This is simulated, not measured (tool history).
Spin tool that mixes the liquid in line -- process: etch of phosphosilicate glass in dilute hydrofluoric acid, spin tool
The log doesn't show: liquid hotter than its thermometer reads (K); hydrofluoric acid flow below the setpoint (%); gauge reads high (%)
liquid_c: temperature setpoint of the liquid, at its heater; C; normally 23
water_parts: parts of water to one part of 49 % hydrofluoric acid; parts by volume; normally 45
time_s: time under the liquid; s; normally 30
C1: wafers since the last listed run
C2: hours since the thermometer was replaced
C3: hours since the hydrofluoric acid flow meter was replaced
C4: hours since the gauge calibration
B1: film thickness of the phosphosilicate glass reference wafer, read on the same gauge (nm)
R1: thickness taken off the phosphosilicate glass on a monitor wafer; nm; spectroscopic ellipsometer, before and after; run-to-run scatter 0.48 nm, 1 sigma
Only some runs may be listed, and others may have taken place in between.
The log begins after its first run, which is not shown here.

run 2 hour=25.4 | liquid_c=23 water_parts=45 time_s=30 | C1=200 C2=274.8 C3=985.9 C4=757.9 | B1=77.99 | R1=70.95
run 3 hour=54 | liquid_c=23 water_parts=45 time_s=30 | C1=225 C2=303.4 C3=1014.5 C4=786.5 | B1=77.83 | R1=70.38
run 4 hour=75.5 | liquid_c=23 water_parts=45 time_s=30 | C1=169 C2=324.9 C3=1036 C4=808 | B1=77.64 | R1=70.99
-- hour=80.4 gauge calibrated
run 5 hour=101 | liquid_c=23 water_parts=45 time_s=30 | C1=200 C2=350.4 C3=1061.5 C4=20.6 | B1=79.89 | R1=72.85
run 6 hour=126.4 | liquid_c=23 water_parts=45 time_s=35 | C1=200 C2=375.8 C3=1086.9 C4=46 | B1=79.85 | R1=84.83
run 7 hour=145.4 | liquid_c=20.5 water_parts=30 time_s=30 | C1=149 C2=394.8 C3=1105.9 C4=65 | B1=79.87 | R1=99.75
run 8 hour=159 | liquid_c=20.5 water_parts=30 time_s=30 | C1=107 C2=408.4 C3=1119.5 C4=78.6 | B1=79.88 | R1=100.31
run 9 hour=188.5 | liquid_c=23 water_parts=50 time_s=40 | C1=232 C2=437.9 C3=1149 C4=108.1 | B1=79.87 | R1=86.91
run 10 hour=204.3 | liquid_c=27.5 water_parts=45 time_s=40 | C1=124 C2=453.7 C3=1164.8 C4=123.9 | B1=79.83 | R1=116.09
run 11 hour=244 | liquid_c=21.5 water_parts=30 time_s=15 | C1=312 C2=493.4 C3=1204.5 C4=163.6 | B1=79.8 | R1=52.28
run 12 hour=268.9 | liquid_c=18.5 water_parts=60 time_s=40 | C1=196 C2=518.3 C3=1229.4 C4=188.5 | B1=79.78 | R1=58.58
run 13 hour=303.6 | liquid_c=24.5 water_parts=60 time_s=30 | C1=273 C2=553 C3=1264.1 C4=223.2 | B1=79.67 | R1=56.2
run 14 hour=330.5 | liquid_c=20.5 water_parts=60 time_s=20 | C1=211 C2=579.9 C3=1291 C4=250.1 | B1=79.66 | R1=31.76
-- hour=353.6 hydrofluoric acid flow meter replaced
run 15 hour=364.2 | liquid_c=25.5 water_parts=45 time_s=30 | C1=257 C2=613.6 C3=10.6 C4=283.8 | B1=79.58 | R1=79.37
run 16 hour=382.1 | liquid_c=23 water_parts=45 time_s=30 | C1=141 C2=631.5 C3=28.5 C4=301.7 | B1=79.51 | R1=73.04
run 17 hour=415.7 | liquid_c=25 water_parts=60 time_s=15 | C1=264 C2=665.1 C3=62.1 C4=335.3 | B1=79.36 | R1=28.31
run 18 hour=450.3 | liquid_c=23 water_parts=45 time_s=30 | C1=272 C2=699.7 C3=96.7 C4=369.9 | B1=79.33 | R1=72.02
-- hour=458.5 thermometer replaced
run 19 hour=477.9 | liquid_c=23 water_parts=45 time_s=30 | C1=209 C2=19.4 C3=124.3 C4=397.5 | B1=79.24 | R1=71.34

Forecast run 20:
run 20 hour=490.9 | liquid_c=23 water_parts=55 time_s=30 | C1=102 C2=32.4 C3=137.3 C4=410.5 | B1=? | R1=?

B1: 79.19
R1: 57.76 nm
Without the tool's hidden state the same run would have given R1 58.36 nm.

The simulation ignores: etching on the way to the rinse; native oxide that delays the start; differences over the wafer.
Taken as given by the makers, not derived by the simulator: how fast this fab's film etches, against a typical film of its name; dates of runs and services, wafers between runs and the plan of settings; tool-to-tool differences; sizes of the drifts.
